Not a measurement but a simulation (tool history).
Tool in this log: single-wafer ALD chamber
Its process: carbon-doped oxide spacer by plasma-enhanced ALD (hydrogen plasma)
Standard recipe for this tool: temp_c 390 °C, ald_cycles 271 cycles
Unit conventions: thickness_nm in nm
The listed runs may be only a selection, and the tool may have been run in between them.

run	hour	temp_c	ald_cycles	read-back reference wafer on the same gauge, thickness_nm	thickness_nm
1	0	394	255	13.3	12.65
2	44.1	390	271	13.295	13.463
3	69.6	390	271	13.289	13.418
4	100.7	396	271	13.305	13.444
5	166.2	396	271	13.297	13.449
6	212.2	396	271	13.291	13.436
7	278.5	390	249	13.289	12.325
8	331.1	390	249	13.297	12.379
9	361.6	390	249	13.301	12.36
10	401	395	271	13.302	13.466
11	463.9	395	271	13.3	13.419
12	533.9	390	271	13.306	13.418
13	574.6	390	271	13.306	13.465
14	637.5	390	271	13.302	13.416
15	690	395	286	13.287	14.133
16	759.6	390	271	13.309	13.408
17	813	390	271	13.306	13.475
# hour 846: thermocouple changed; heater temperature recalibrated
18	871.4	390	271	13.304	13.472
19	909.3	390	271	13.302	13.448
20	938.8	390	271	13.288	13.433
21	975.9	390	271	13.298	13.426
22	1012.6	390	271	13.294	13.437
23	1106	403	236	13.309	11.664
24	1168.7	403	254	13.309	12.535
25	1238.1	390	271	13.293	13.423
26	1293.7	384	229	13.308	11.344
27	1326.7	395	253	13.301	12.569
28	1395.9	397	249	13.283	12.372
29	1608.9	397	249	13.296	12.319
# hour 1690.4: gauge calibrated
30	1785.8	390	271	13.305	13.514
31	1844.6	399	298	13.289	14.808
32	1887.8	390	271	13.299	13.452
33	1932.6	390	271	13.3	13.415
34	1963.5	375	271	13.31	13.499
35	2007	390	302	13.294	14.962
36	2193	402	285	13.302	14.021
37	2258.5	395	253	13.312	12.584
38	2320.7	390	227	13.29	11.244
39	2376.1	395	235	13.283	11.7
40	2400.4	390	271	13.302	13.452
41	2436.4	383	292	13.297	14.471
42	2486.9	390	271	13.303	13.355
43	2515.9	382	295	13.305	14.58
44	2577.2	390	229	13.3	11.352

Hidden state, per run?
wafer temperature above the value expected at the setpoint (K): 0 at every run
gauge reads high (%): 0 at every run
